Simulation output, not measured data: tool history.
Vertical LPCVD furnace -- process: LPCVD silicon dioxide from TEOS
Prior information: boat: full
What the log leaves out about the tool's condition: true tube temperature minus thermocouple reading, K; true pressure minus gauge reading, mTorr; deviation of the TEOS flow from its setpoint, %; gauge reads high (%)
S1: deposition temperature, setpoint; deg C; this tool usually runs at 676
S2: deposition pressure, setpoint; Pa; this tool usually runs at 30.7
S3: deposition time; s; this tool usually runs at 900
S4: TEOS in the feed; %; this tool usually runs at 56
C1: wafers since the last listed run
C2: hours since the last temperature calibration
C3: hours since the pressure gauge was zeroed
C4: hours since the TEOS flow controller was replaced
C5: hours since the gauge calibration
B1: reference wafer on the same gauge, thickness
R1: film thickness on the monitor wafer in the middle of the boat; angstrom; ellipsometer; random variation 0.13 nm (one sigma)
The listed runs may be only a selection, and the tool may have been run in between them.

{"run": 1, "hour": 0.0, "S1": 676, "S2": 36.7, "S3": 900, "S4": 56, "C1": 0, "C2": 2572, "C3": 3134.6, "C4": 4769.4, "C5": 265.7, "B1": 49.31, "R1": 555.9}
{"run": 2, "hour": 13.1, "S1": 676, "S2": 36.7, "S3": 900, "S4": 56, "C1": 110, "C2": 2585.1, "C3": 3147.7, "C4": 4782.5, "C5": 278.8, "B1": 49.31, "R1": 555.1}
{"run": 3, "hour": 27.6, "S1": 676, "S2": 36.7, "S3": 900, "S4": 56, "C1": 122, "C2": 2599.6, "C3": 3162.2, "C4": 4797, "C5": 293.3, "B1": 49.28, "R1": 553.2}
{"hour": 34.2, "done": "gauge calibrated"}
{"run": 4, "hour": 40.5, "S1": 676, "S2": 30.7, "S3": 630, "S4": 59, "C1": 108, "C2": 2612.5, "C3": 3175.1, "C4": 4809.9, "C5": 6.3, "B1": 49.23, "R1": 363.6}
{"run": 5, "hour": 55.6, "S1": 676, "S2": 30.7, "S3": 630, "S4": 59, "C1": 127, "C2": 2627.6, "C3": 3190.2, "C4": 4825, "C5": 21.4, "B1": 49.37, "R1": 362.5}
{"run": 6, "hour": 72.3, "S1": 676, "S2": 30.7, "S3": 900, "S4": 56, "C1": 140, "C2": 2644.3, "C3": 3206.9, "C4": 4841.7, "C5": 38.1, "B1": 49.29, "R1": 508.8}
{"run": 7, "hour": 91.2, "S1": 676, "S2": 30.7, "S3": 900, "S4": 56, "C1": 159, "C2": 2663.2, "C3": 3225.8, "C4": 4860.6, "C5": 57, "B1": 49.29, "R1": 505.1}
{"run": 8, "hour": 97.9, "S1": 676, "S2": 30.7, "S3": 900, "S4": 56, "C1": 56, "C2": 2669.9, "C3": 3232.5, "C4": 4867.3, "C5": 63.7, "B1": 49.26, "R1": 508.3}
{"hour": 130.2, "done": "thermocouples replaced and temperature profile calibrated"}
{"run": 9, "hour": 130.7, "S1": 680, "S2": 30.7, "S3": 900, "S4": 56, "C1": 74, "C2": 0.5, "C3": 3265.3, "C4": 4900.1, "C5": 96.5, "B1": 49.31, "R1": 510}
{"run": 10, "hour": 135.4, "S1": 676, "S2": 25.3, "S3": 900, "S4": 56, "C1": 39, "C2": 5.2, "C3": 3270, "C4": 4904.8, "C5": 101.2, "B1": 49.25, "R1": 418.7}
{"run": 11, "hour": 140.1, "S1": 676, "S2": 25.3, "S3": 900, "S4": 56, "C1": 39, "C2": 9.9, "C3": 3274.7, "C4": 4909.5, "C5": 105.9, "B1": 49.3, "R1": 420.2}
{"run": 12, "hour": 152.9, "S1": 676, "S2": 25.3, "S3": 900, "S4": 56, "C1": 107, "C2": 22.7, "C3": 3287.5, "C4": 4922.3, "C5": 118.7, "B1": 49.29, "R1": 420}
{"hour": 181.2, "done": "TEOS flow controller replaced"}
{"run": 13, "hour": 181.7, "S1": 676, "S2": 30.7, "S3": 900, "S4": 56, "C1": 40, "C2": 51.5, "C3": 3316.3, "C4": 0.5, "C5": 147.5, "B1": 49.3, "R1": 463.9}
{"run": 14, "hour": 186.4, "S1": 687, "S2": 24, "S3": 900, "S4": 56, "C1": 39, "C2": 56.2, "C3": 3321, "C4": 5.2, "C5": 152.2, "B1": 49.29, "R1": 537.2}
{"run": 15, "hour": 194.9, "S1": 680, "S2": 26.7, "S3": 900, "S4": 63, "C1": 71, "C2": 64.7, "C3": 3329.5, "C4": 13.7, "C5": 160.7, "B1": 49.37, "R1": 508.1}
{"run": 16, "hour": 211.8, "S1": 682, "S2": 26.7, "S3": 780, "S4": 51, "C1": 142, "C2": 81.6, "C3": 3346.4, "C4": 30.6, "C5": 177.6, "B1": 49.32, "R1": 415.2}
{"hour": 284.7, "done": "pressure gauge zeroed"}
{"run": 17, "hour": 285.2, "S1": 676, "S2": 30.7, "S3": 900, "S4": 56, "C1": 416, "C2": 155, "C3": 0.5, "C4": 104, "C5": 251, "B1": 49.34, "R1": 470.2}
{"run": 18, "hour": 289.9, "S1": 676, "S2": 30.7, "S3": 900, "S4": 56, "C1": 39, "C2": 159.7, "C3": 5.2, "C4": 108.7, "C5": 255.7, "B1": 49.31, "R1": 468.7}
{"run": 19, "hour": 296.0, "S1": 671, "S2": 38, "S3": 900, "S4": 66, "C1": 51, "C2": 165.8, "C3": 11.3, "C4": 114.8, "C5": 261.8, "B1": 49.33, "R1": 500.6}
{"run": 20, "hour": 314.6, "S1": 676, "S2": 30.7, "S3": 900, "S4": 56, "C1": 156, "C2": 184.4, "C3": 29.9, "C4": 133.4, "C5": 280.4, "B1": 49.31, "R1": 470.3}
{"run": 21, "hour": 329.5, "S1": 666, "S2": 34.7, "S3": 900, "S4": 67, "C1": 125, "C2": 199.3, "C3": 44.8, "C4": 148.3, "C5": 295.3, "B1": 49.33, "R1": 429.4}
{"run": 22, "hour": 343.1, "S1": 676, "S2": 30.7, "S3": 900, "S4": 56, "C1": 114, "C2": 212.9, "C3": 58.4, "C4": 161.9, "C5": 308.9, "B1": 49.32, "R1": 470.6}
{"run": 23, "hour": 350.5, "S1": 676, "S2": 30.7, "S3": 900, "S4": 56, "C1": 62, "C2": 220.3, "C3": 65.8, "C4": 169.3, "C5": 316.3, "B1": 49.28, "R1": 473}
{"hour": 359.0, "done": "gauge calibrated"}
{"run": 24, "hour": 368.2, "S1": 676, "S2": 24, "S3": 900, "S4": 56, "C1": 149, "C2": 238, "C3": 83.5, "C4": 187, "C5": 9.2, "B1": 49.27, "R1": 418.8}
{"run": 25, "hour": 402.0, "S1": 676, "S2": 36, "S3": 750, "S4": 66, "C1": 284, "C2": 271.8, "C3": 117.3, "C4": 220.8, "C5": 43, "B1": 49.34, "R1": 466.9}
{"run": 26, "hour": 417.5, "S1": 676, "S2": 25.3, "S3": 900, "S4": 56, "C1": 130, "C2": 287.3, "C3": 132.8, "C4": 236.3, "C5": 58.5, "B1": 49.35, "R1": 433.3}
{"run": 27, "hour": 427.4, "S1": 676, "S2": 36.7, "S3": 1200, "S4": 45, "C1": 83, "C2": 297.2, "C3": 142.7, "C4": 246.2, "C5": 68.4, "B1": 49.3, "R1": 623.7}
{"run": 28, "hour": 441.4, "S1": 680, "S2": 37.3, "S3": 1050, "S4": 62, "C1": 117, "C2": 311.2, "C3": 156.7, "C4": 260.2, "C5": 82.4, "B1": 49.32, "R1": 709.3}
{"run": 29, "hour": 493.6, "S1": 666, "S2": 30.7, "S3": 1080, "S4": 56, "C1": 439, "C2": 363.4, "C3": 208.9, "C4": 312.4, "C5": 134.6, "B1": 49.3, "R1": 446.4}
{"run": 30, "hour": 504.3, "S1": 676, "S2": 30.7, "S3": 1170, "S4": 56, "C1": 90, "C2": 374.1, "C3": 219.6, "C4": 323.1, "C5": 145.3, "B1": 49.31, "R1": 623.5}

Results per run with the tool's hidden condition removed, run-to-run variation unchanged:
run=1 R1=502.2
run=2 R1=501.5
run=3 R1=499.6
run=4 R1=328.4
run=5 R1=327.4
run=6 R1=459.4
run=7 R1=456
run=8 R1=459
run=9 R1=505.1
run=10 R1=414.4
run=11 R1=415.6
run=12 R1=414.8
run=13 R1=456.7
run=14 R1=528.9
run=15 R1=499.6
run=16 R1=407.6
run=17 R1=458
run=18 R1=456.4
run=19 R1=487
run=20 R1=456.8
run=21 R1=416.2
run=22 R1=455.9
run=23 R1=457.9
run=24 R1=404.9
run=25 R1=450
run=26 R1=417.1
run=27 R1=599.8
run=28 R1=681.6
run=29 R1=426.7
run=30 R1=596

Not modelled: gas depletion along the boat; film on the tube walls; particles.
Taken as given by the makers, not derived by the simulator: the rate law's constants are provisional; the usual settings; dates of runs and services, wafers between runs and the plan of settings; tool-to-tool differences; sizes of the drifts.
